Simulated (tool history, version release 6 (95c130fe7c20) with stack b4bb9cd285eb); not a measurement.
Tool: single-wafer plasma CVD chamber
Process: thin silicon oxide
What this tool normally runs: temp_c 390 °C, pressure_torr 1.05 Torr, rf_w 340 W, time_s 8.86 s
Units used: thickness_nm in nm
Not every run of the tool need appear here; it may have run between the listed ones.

run	hour	temp_c	pressure_torr	rf_w	time_s	wafers since the last listed run	hours since the last thermocouple change	hours since the last RF generator calibration	hours since the last manometer calibration	hours since the showerhead was replaced	hours since the gauge calibration	read-back reference wafer on the same gauge, thickness_nm	thickness_nm
1	0.0	390	1.05	340	7.61	0	1513.5	370.4	1077.1	7100.3	310.7	23.807	19.721
2	96.7	390	1.05	340	7.61	1984	1610.2	467.1	1173.8	7197.0	407.4	23.782	19.548
3	199.9	390	1.05	340	7.61	2117	1713.4	570.3	1277.0	7300.2	510.6	23.798	19.664
4	249.9	381	1.05	340	8.86	1026	1763.4	620.3	1327.0	7350.2	560.6	23.805	22.854
5	342.9	381	1.05	340	8.86	1908	1856.4	713.3	1420.0	7443.2	653.6	23.783	22.744
6	405.2	390	1.05	365	8.86	1278	1918.7	775.6	1482.3	7505.5	715.9	23.812	23.464
7	478.0	390	1.05	365	8.86	1494	1991.5	848.4	1555.1	7578.3	788.7	23.799	23.416
8	553.5	383	1.05	310	8.86	1549	2067.0	923.9	1630.6	7653.8	864.2	23.788	21.742
# hour 590.2: thermocouple changed; heater temperature recalibrated
# hour 598.6: showerhead replaced
9	633.2	390	1.05	275	8.86	1307	43.0	1003.6	1710.3	34.6	943.9	23.845	20.212
# hour 691.5: gauge calibrated
10	699.3	390	1.05	365	8.86	1356	109.1	1069.7	1776.4	100.7	7.8	23.801	23.502
# hour 731.8: RF generator calibrated
11	793.0	390	0.89	340	9.39	1758	202.8	61.2	1870.1	194.4	101.5	23.806	19.130
# hour 831.0: capacitance manometer re-zeroed and calibrated
12	831.9	402	1.05	370	8.86	634	241.7	100.1	0.9	233.3	140.4	23.814	22.670
13	909.4	390	1.05	340	8.86	1590	319.2	177.6	78.4	310.8	217.9	23.768	22.035
# hour 938.3: RF generator calibrated, repeated, since the last time left the tool worse
14	1140.5	390	0.87	340	8.27	4578	550.3	202.2	309.5	541.9	449.0	23.787	16.940

Hidden state or all else? Some run-to-run changes of thickness_nm, split into what the settings, what came in and random variation would give without the hidden state, and what is left for the hidden state (with any gauge scatter that isn't in both results):
Unlogged tool condition in this case: wafer temperature above the value expected at the setpoint (K); delivered RF power above the setpoint (%); true pressure above the setpoint (%); gauge reads high (%).
Run 13 -> 14: pressure_torr 1.05 -> 0.87, time_s 8.86 -> 8.27, RF generator calibrated, repeated, since the last time left the tool worse. thickness_nm -5.095 nm: hidden state +1.077, all else -6.172.
